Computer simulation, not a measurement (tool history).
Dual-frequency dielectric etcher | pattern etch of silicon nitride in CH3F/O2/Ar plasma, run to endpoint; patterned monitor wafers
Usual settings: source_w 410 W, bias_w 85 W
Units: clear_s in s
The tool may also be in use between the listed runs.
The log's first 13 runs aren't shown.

run	day	source_w	bias_w	wafers since the last listed run	hours since the last wet clean	hours since the last source power generator calibration	hours since the last bias power generator calibration	hours since the last upper electrode change	incoming incoming film thickness, nm	clear_s
# day 26.488: bias power generator calibrated
14	26.742	410	85	889	273.9	2019.2	6.1	4769.1	31.53	46.3
15	27.788	410	92	422	299	2044.3	31.2	4794.2	31.67	45.2
# day 28.833: wet clean of the chamber
16	29.912	320	85	454	25.9	2095.3	82.2	4845.2	31.98	48.3
17	31.129	410	68	491	55.1	2124.5	111.4	4874.4	31.48	47.7
18	33.35	360	72	897	108.4	2177.8	164.7	4927.7	32.05	49.9
# day 34.2: source power generator calibrated
# day 35: upper electrode replaced
19	36.271	410	85	790	178.5	49.7	234.8	30.5	32.08	46.6
20	38.075	320	99	729	221.8	93	278.1	73.8	31.92	47
21	39.362	470	79	520	252.7	123.9	309	104.7	31.78	45.4
22	40.771	500	95	569	286.5	157.7	342.8	138.5	32	43.2
# day 42.192: wet clean of the chamber
23	42.308	410	85	217	2.8	194.6	379.7	175.4	31.87	45.6
24	43.821	350	94	611	39.1	230.9	416	211.7	31.74	45.8
25	45.846	410	79	818	87.7	279.5	464.6	260.3	31.77	47.3
26	47.75	500	76	769	133.4	325.2	510.3	306	31.43	45.4
27	50.7	410	85	1192	204.2	396	581.1	376.8	31.77	46.8
28	52.892	490	97	885	256.8	448.6	633.7	429.4	31.95	43.3
29	55.733	440	76	1148	325	516.8	701.9	497.6	31.67	47.5
# day 57.729: wet clean of the chamber
30	62.383	350	97	2283	111.7	676.4	861.5	657.2	31.7	46.1

5 ways to go on from here, each from the tool as it stands after run 30. What would each give?
A	62.4	410	85	6	112.1	676.8	861.9	657.6	31.83	?
B	62.4	410	66	6	112.1	676.8	861.9	657.6	31.83	?
C	62.4	370	73	6	112.1	676.8	861.9	657.6	31.83	?
D	62.4	380	80	6	112.1	676.8	861.9	657.6	31.83	?
E	62.4	410	104	6	112.1	676.8	861.9	657.6	31.83	?

run	clear_s
A	46.2
B	49.7
C	49.5
D	47.9
E	43.5
Without the tool's hidden state the same runs would have given:
run	clear_s
A	45.4
B	48.8
C	48.7
D	47.1
E	42.7
